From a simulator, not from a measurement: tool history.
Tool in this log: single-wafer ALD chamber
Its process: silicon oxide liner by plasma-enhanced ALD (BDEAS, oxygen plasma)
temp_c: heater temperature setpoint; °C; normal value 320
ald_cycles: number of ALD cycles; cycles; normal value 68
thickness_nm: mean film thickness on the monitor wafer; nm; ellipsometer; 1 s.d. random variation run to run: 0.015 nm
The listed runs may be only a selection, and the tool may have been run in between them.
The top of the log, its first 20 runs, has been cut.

run,hour,temp_c,ald_cycles,wafers since the last listed run,hours since the last thermocouple change,hours since the gauge calibration,"read-back reference wafer on the same gauge, thickness_nm",thickness_nm
21,289.5,328,58,76,91.5,78.6,7.308,5.186
22,310.3,310,68,96,112.3,99.4,7.305,6.218
23,321.1,331,74,50,123.1,110.2,7.313,6.553
24,338.1,320,68,78,140.1,127.2,7.313,6.107
25,353.7,310,74,72,155.7,142.8,7.316,6.817
26,367.9,320,68,65,169.9,157,7.325,6.153
27,376.3,320,68,39,178.3,165.4,7.325,6.163
28,384,309,57,35,186,173.1,7.326,5.253
29,400.1,315,64,74,202.1,189.2,7.335,5.816
30,412.4,320,72,57,214.4,201.5,7.341,6.5
31,431.8,330,79,90,233.8,220.9,7.337,7.08

Below are 4 alternative next runs, each starting from the tool's condition after run 31. Predict each:
A,432.3,320,81,2,234.3,221.4,?,?
B,432.3,309,64,2,234.3,221.4,?,?
C,432.3,314,75,2,234.3,221.4,?,?
D,432.3,306,64,2,234.3,221.4,?,?

run,"read-back reference wafer on the same gauge, thickness_nm",thickness_nm
A,7.34,7.334
B,7.34,5.882
C,7.34,6.847
D,7.34,5.906
With no hidden state in the tool, these same runs would have given:
run,thickness_nm
A,7.292
B,5.848
C,6.807
D,5.871
